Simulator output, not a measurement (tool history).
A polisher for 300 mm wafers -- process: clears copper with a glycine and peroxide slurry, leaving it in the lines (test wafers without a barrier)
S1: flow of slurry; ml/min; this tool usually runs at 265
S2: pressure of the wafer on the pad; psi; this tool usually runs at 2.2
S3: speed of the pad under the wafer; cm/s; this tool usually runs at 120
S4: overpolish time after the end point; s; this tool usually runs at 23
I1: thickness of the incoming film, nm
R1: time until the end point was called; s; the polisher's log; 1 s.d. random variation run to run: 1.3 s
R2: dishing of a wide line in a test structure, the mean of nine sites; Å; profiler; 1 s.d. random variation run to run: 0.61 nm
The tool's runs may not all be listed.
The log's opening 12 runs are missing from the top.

{"run": 13, "hour": 139.5, "S1": 315, "S2": 2.2, "S3": 80, "S4": 36, "I1": 380.8, "R1": 113.2, "R2": 624}
{"run": 14, "hour": 156.8, "S1": 220, "S2": 1.6, "S3": 120, "S4": 18, "I1": 387.1, "R1": 121.9, "R2": 382}
{"run": 15, "hour": 166.3, "S1": 265, "S2": 2.2, "S3": 120, "S4": 23, "I1": 379.3, "R1": 90.8, "R2": 557}
{"run": 16, "hour": 173.9, "S1": 265, "S2": 2.5, "S3": 84, "S4": 23, "I1": 381.6, "R1": 102.7, "R2": 543}
{"run": 17, "hour": 184.5, "S1": 265, "S2": 2.2, "S3": 120, "S4": 23, "I1": 384.0, "R1": 91.5, "R2": 556}
{"run": 18, "hour": 199.4, "S1": 225, "S2": 2.6, "S3": 120, "S4": 29, "I1": 380.2, "R1": 77.9, "R2": 676}
{"run": 19, "hour": 213.3, "S1": 265, "S2": 2.2, "S3": 120, "S4": 23, "I1": 379.5, "R1": 91.0, "R2": 551}
{"run": 20, "hour": 219.7, "S1": 265, "S2": 1.9, "S3": 120, "S4": 36, "I1": 377.2, "R1": 99.6, "R2": 643}
{"run": 21, "hour": 231.0, "S1": 265, "S2": 2.5, "S3": 120, "S4": 23, "I1": 381.1, "R1": 83.0, "R2": 604}
{"hour": 243.8, "done": "worn pad replaced by a new one"}
{"run": 22, "hour": 245.3, "S1": 205, "S2": 2.2, "S3": 106, "S4": 23, "I1": 381.2, "R1": 99.5, "R2": 533}
{"run": 23, "hour": 260.7, "S1": 290, "S2": 2.2, "S3": 120, "S4": 23, "I1": 380.9, "R1": 89.1, "R2": 565}
{"run": 24, "hour": 273.4, "S1": 265, "S2": 2.2, "S3": 120, "S4": 13, "I1": 385.3, "R1": 90.8, "R2": 388}
{"run": 25, "hour": 284.3, "S1": 345, "S2": 2.2, "S3": 150, "S4": 23, "I1": 375.9, "R1": 72.3, "R2": 606}
{"run": 26, "hour": 294.4, "S1": 265, "S2": 2.2, "S3": 80, "S4": 23, "I1": 383.4, "R1": 110.3, "R2": 503}
{"run": 27, "hour": 307.7, "S1": 245, "S2": 2.2, "S3": 120, "S4": 23, "I1": 380.9, "R1": 88.6, "R2": 562}
{"run": 28, "hour": 320.7, "S1": 265, "S2": 1.9, "S3": 120, "S4": 23, "I1": 376.0, "R1": 98.5, "R2": 514}
{"run": 29, "hour": 327.9, "S1": 265, "S2": 2.2, "S3": 120, "S4": 23, "I1": 376.7, "R1": 85.5, "R2": 565}
{"run": 30, "hour": 339.1, "S1": 265, "S2": 2.2, "S3": 84, "S4": 23, "I1": 384.2, "R1": 109.8, "R2": 502}
{"run": 31, "hour": 351.8, "S1": 355, "S2": 2.6, "S3": 120, "S4": 32, "I1": 378.4, "R1": 73.5, "R2": 735}
{"run": 32, "hour": 361.3, "S1": 335, "S2": 2.7, "S3": 158, "S4": 13, "I1": 375.1, "R1": 57.4, "R2": 512}
{"hour": 368.9, "done": "worn pad replaced by a new one"}
{"run": 33, "hour": 369.4, "S1": 265, "S2": 2.2, "S3": 120, "S4": 23, "I1": 377.7, "R1": 86.7, "R2": 570}
{"run": 34, "hour": 379.7, "S1": 265, "S2": 2.2, "S3": 120, "S4": 17, "I1": 375.0, "R1": 87.5, "R2": 480}
{"run": 35, "hour": 386.2, "S1": 265, "S2": 2.2, "S3": 98, "S4": 18, "I1": 381.7, "R1": 96.9, "R2": 457}

4 ways to go on from here, each from the tool as it stands after run 35. What would each give?
{"run": "A", "hour": 386.6, "S1": 205, "S2": 2.2, "S3": 120, "S4": 23, "I1": 384.9, "R1": "?", "R2": "?"}
{"run": "B", "hour": 386.6, "S1": 230, "S2": 1.6, "S3": 78, "S4": 12, "I1": 384.9, "R1": "?", "R2": "?"}
{"run": "C", "hour": 386.6, "S1": 265, "S2": 1.5, "S3": 120, "S4": 19, "I1": 384.9, "R1": "?", "R2": "?"}
{"run": "D", "hour": 386.6, "S1": 225, "S2": 2.6, "S3": 138, "S4": 27, "I1": 384.9, "R1": "?", "R2": "?"}

run=A R1=89.8 R2=567
run=B R1=143.9 R2=249
run=C R1=118.5 R2=407
run=D R1=70.4 R2=706
The same runs, with their run-to-run variation unchanged, on a tool lacking any hidden condition would have given:
run=A R1=96.6 R2=538
run=B R1=153.3 R2=235
run=C R1=126.8 R2=385
run=D R1=76.0 R2=674
